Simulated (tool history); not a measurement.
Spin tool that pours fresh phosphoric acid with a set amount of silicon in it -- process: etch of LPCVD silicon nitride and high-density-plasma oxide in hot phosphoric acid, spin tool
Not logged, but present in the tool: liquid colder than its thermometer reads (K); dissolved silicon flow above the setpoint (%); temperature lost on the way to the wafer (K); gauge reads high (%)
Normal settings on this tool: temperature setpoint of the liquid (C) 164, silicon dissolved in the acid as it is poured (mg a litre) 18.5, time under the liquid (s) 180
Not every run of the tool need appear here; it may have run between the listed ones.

| run | hour | temperature setpoint of the liquid (C) | silicon dissolved in the acid as it is poured (mg a litre) | time under the liquid (s) | wafers since the last listed run | hours since the thermometer was replaced | hours since the dissolved silicon flow meter was replaced | hours since the heated supply line was repaired | hours since the gauge calibration | read-back film thickness of the LPCVD silicon nitride reference wafer, read on the same gauge (nm) | read-back film thickness of the high-density-plasma oxide reference wafer, read on the same gauge (nm) | thickness taken off the LPCVD silicon nitride on a monitor wafer (angstrom) | thickness taken off the high-density-plasma oxide on a monitor wafer (angstrom) |
|---|---|---|---|---|---|---|---|---|---|---|---|---|---|
| 1 | 0 | 161.5 | 13.5 | 180 | 0 | 439 | 142 | 417.2 | 1013.3 | 41.52 | 134.902 | 141.7 | 2.8 |
| 2 | 55.4 | 164 | 23 | 180 | 238 | 494.4 | 197.4 | 472.6 | 1068.7 | 41.6 | 135.201 | 155.9 | 2.61 |
| 3 | 79.6 | 164 | 18.5 | 260 | 104 | 518.6 | 221.6 | 496.8 | 1092.9 | 41.63 | 135.329 | 224.5 | 4.5 |
|  | 247.7 | gauge calibrated |
| 4 | 250.9 | 164 | 18.5 | 180 | 738 | 689.9 | 392.9 | 668.1 | 3.2 | 40.07 | 130.194 | 150.7 | 3.01 |
| 5 | 297.7 | 162 | 6 | 215 | 201 | 736.7 | 439.7 | 714.9 | 50 | 40.12 | 130.441 | 167.5 | 4.42 |
| 6 | 338.3 | 164 | 18.5 | 180 | 174 | 777.3 | 480.3 | 755.5 | 90.6 | 40.19 | 130.652 | 151.6 | 3.08 |
| 7 | 391.8 | 164 | 18.5 | 180 | 230 | 830.8 | 533.8 | 809 | 144.1 | 40.28 | 130.912 | 150.8 | 2.82 |
| 8 | 443.9 | 165.5 | 18.5 | 280 | 224 | 882.9 | 585.9 | 861.1 | 196.2 | 40.36 | 131.191 | 247.8 | 5.19 |
|  | 460.4 | thermometer replaced |
| 9 | 484.3 | 164 | 18.5 | 285 | 169 | 23.9 | 626.3 | 901.5 | 236.6 | 40.38 | 131.409 | 241.7 | 4.24 |
| 10 | 522.6 | 165 | 23.5 | 140 | 165 | 62.2 | 664.6 | 939.8 | 274.9 | 40.48 | 131.616 | 121.7 | 2.37 |
| 11 | 548.5 | 166.5 | 23 | 105 | 111 | 88.1 | 690.5 | 965.7 | 300.8 | 40.51 | 131.751 | 97.3 | 1.82 |
| 12 | 588.3 | 164 | 18.5 | 180 | 171 | 127.9 | 730.3 | 1005.5 | 340.6 | 40.58 | 131.951 | 153 | 2.73 |
| 13 | 644.6 | 164 | 23 | 110 | 242 | 184.2 | 786.6 | 1061.8 | 396.9 | 40.69 | 132.236 | 92.7 | 1.61 |
| 14 | 711.9 | 164 | 14.5 | 85 | 289 | 251.5 | 853.9 | 1129.1 | 464.2 | 40.81 | 132.6 | 71.9 | 1.75 |
| 15 | 736.6 | 164 | 18.5 | 180 | 106 | 276.2 | 878.6 | 1153.8 | 488.9 | 40.82 | 132.738 | 153.9 | 3.36 |
| 16 | 803.9 | 164 | 18.5 | 180 | 289 | 343.5 | 945.9 | 1221.1 | 556.2 | 40.95 | 133.052 | 153.7 | 3.29 |
| 17 | 847.7 | 164 | 25.5 | 180 | 188 | 387.3 | 989.7 | 1264.9 | 600 | 41.02 | 133.308 | 152.9 | 2.3 |
| 18 | 917.2 | 166 | 9.5 | 180 | 299 | 456.8 | 1059.2 | 1334.4 | 669.5 | 41.15 | 133.645 | 164.1 | 4.35 |
| 19 | 951.9 | 164 | 11 | 180 | 149 | 491.5 | 1093.9 | 1369.1 | 704.2 | 41.18 | 133.835 | 154.8 | 4.05 |
| 20 | 1018.6 | 164 | 18.5 | 180 | 287 | 558.2 | 1160.6 | 1435.8 | 770.9 | 41.27 | 134.191 | 155.3 | 2.7 |
| 21 | 1045.1 | 166 | 26 | 280 | 114 | 584.7 | 1187.1 | 1462.3 | 797.4 | 41.29 | 134.332 | 258.3 | 4.3 |

Give the tool's hidden conditions for every run:
liquid colder than its thermometer reads (K): 0 in every run
dissolved silicon flow above the setpoint (%): 0 in every run
temperature lost on the way to the wafer (K): 0 in every run
H1: gauge reads high (%)
| run | H1 |
|---|---|
| 1 | 3.78 |
| 2 | 4 |
| 3 | 4.1 |
| 4 | 0.146 |
| 5 | 0.333 |
| 6 | 0.496 |
| 7 | 0.71 |
| 8 | 0.918 |
| 9 | 1.08 |
| 10 | 1.23 |
| 11 | 1.34 |
| 12 | 1.5 |
| 13 | 1.72 |
| 14 | 1.99 |
| 15 | 2.09 |
| 16 | 2.36 |
| 17 | 2.53 |
| 18 | 2.81 |
| 19 | 2.95 |
| 20 | 3.22 |
| 21 | 3.32 |

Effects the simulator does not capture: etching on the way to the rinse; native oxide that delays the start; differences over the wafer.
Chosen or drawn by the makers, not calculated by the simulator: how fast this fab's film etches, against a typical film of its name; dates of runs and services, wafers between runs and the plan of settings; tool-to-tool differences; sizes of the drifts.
